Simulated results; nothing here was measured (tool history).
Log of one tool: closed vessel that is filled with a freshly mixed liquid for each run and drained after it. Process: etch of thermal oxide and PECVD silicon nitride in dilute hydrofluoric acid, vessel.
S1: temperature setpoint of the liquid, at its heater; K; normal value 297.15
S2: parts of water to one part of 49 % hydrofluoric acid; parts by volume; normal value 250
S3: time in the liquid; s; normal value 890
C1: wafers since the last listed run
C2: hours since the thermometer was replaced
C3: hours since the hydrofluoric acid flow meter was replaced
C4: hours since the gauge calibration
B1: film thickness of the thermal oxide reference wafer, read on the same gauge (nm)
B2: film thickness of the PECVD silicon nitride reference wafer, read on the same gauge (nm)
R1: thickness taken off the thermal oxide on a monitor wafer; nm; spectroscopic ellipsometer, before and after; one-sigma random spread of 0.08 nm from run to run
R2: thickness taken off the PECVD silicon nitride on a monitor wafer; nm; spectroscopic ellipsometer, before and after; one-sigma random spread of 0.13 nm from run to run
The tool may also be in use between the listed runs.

run,hour,S1,S2,S3,C1,C2,C3,C4,B1,B2,R1,R2
1,0,297.15,250,890,0,2450.9,214.5,398.9,100,120.01,15.07,16.15
2,55.3,297.15,250,890,3612,2506.2,269.8,454.2,100.01,120,14.76,16.09
3,122.8,297.15,250,890,4409,2573.7,337.3,521.7,100.05,120.03,14.88,15.86
4,168.8,293.15,365,1115,3005,2619.7,383.3,567.7,99.98,119.99,9.85,10.57
5,254.2,292.65,360,620,5579,2705.1,468.7,653.1,100.03,120.02,5.45,5.91
6,305,294.65,355,1245,3318,2755.9,519.5,703.9,99.99,119.97,11.98,13.56
7,386,294.65,335,435,5291,2836.9,600.5,784.9,99.98,119.98,4.45,4.96
8,425.9,297.15,250,1310,2606,2876.8,640.4,824.8,99.98,120.02,21.04,23.04
9,468,297.15,250,890,2750,2918.9,682.5,866.9,100.05,120.02,14.43,15.68
10,522.3,292.15,250,1230,3547,2973.2,736.8,921.2,100.02,119.99,16.5,15.67
11,569.5,297.15,250,890,3083,3020.4,784,968.4,99.98,120,14.3,15.47
12,635.3,301.15,140,1390,4298,3086.2,849.8,1034.2,99.96,120,52.02,55.1
# hour 646.8: hydrofluoric acid flow meter replaced
13,712.5,297.15,250,890,4978,3163.4,65.7,1111.4,100.01,120,15.28,16.3
14,752.5,297.15,135,1400,2613,3203.4,105.7,1151.4,100,119.99,49.45,47.08
# hour 804.2: thermometer replaced
15,924.8,292.65,250,1265,11191,120.6,278,1323.7,100.01,119.97,17.82,16.92
16,998.9,295.15,360,740,4841,194.7,352.1,1397.8,100,119.99,7.16,8.22
17,1089.2,297.15,250,470,5899,285,442.4,1488.1,100.03,120.02,7.76,8.31
18,1167.6,300.65,165,1150,5121,363.4,520.8,1566.5,99.98,119.99,35.44,38.22
19,1221.9,300.65,135,890,3547,417.7,575.1,1620.8,99.98,119.96,34.76,35.87
20,1329.3,294.65,250,890,7016,525.1,682.5,1728.2,100.01,120,13.03,13.09
21,1369.5,294.15,310,690,2626,565.3,722.7,1768.4,99.99,119.99,7.55,8.04
# hour 1393: hydrofluoric acid flow meter replaced
22,1472.2,297.15,250,890,6644,668,79.2,1871.1,100.01,120.02,15.1,16
23,1576.5,295.65,140,890,6813,772.3,183.5,1975.4,100.03,119.98,28.54,25.9
24,1683.7,293.15,155,890,7003,879.5,290.7,2082.6,100,119.98,22.69,19.91
25,1774.1,297.15,250,1215,5905,969.9,381.1,2173,100,120.01,19.95,21.67
26,1810.8,297.15,250,890,2397,1006.6,417.8,2209.7,100.03,119.98,14.53,15.98

Consider 3 possible next runs. They are alternatives, not a sequence: every one starts from the tool as it was left by run 26. What does each give?
A,1811.7,297.15,250,890,58,1007.5,418.7,2210.6,?,?,?,?
B,1811.7,301.15,250,890,58,1007.5,418.7,2210.6,?,?,?,?
C,1811.7,300.65,250,890,58,1007.5,418.7,2210.6,?,?,?,?

run,B1,B2,R1,R2
A,99.96,120.03,14.64,15.89
B,99.96,120.03,16.83,20.26
C,99.96,120.03,16.54,19.66
Stripped of hidden state, with their random variation kept, the same runs would have yielded:
run,R1,R2
A,15.27,16.43
B,17.57,20.96
C,17.27,20.34
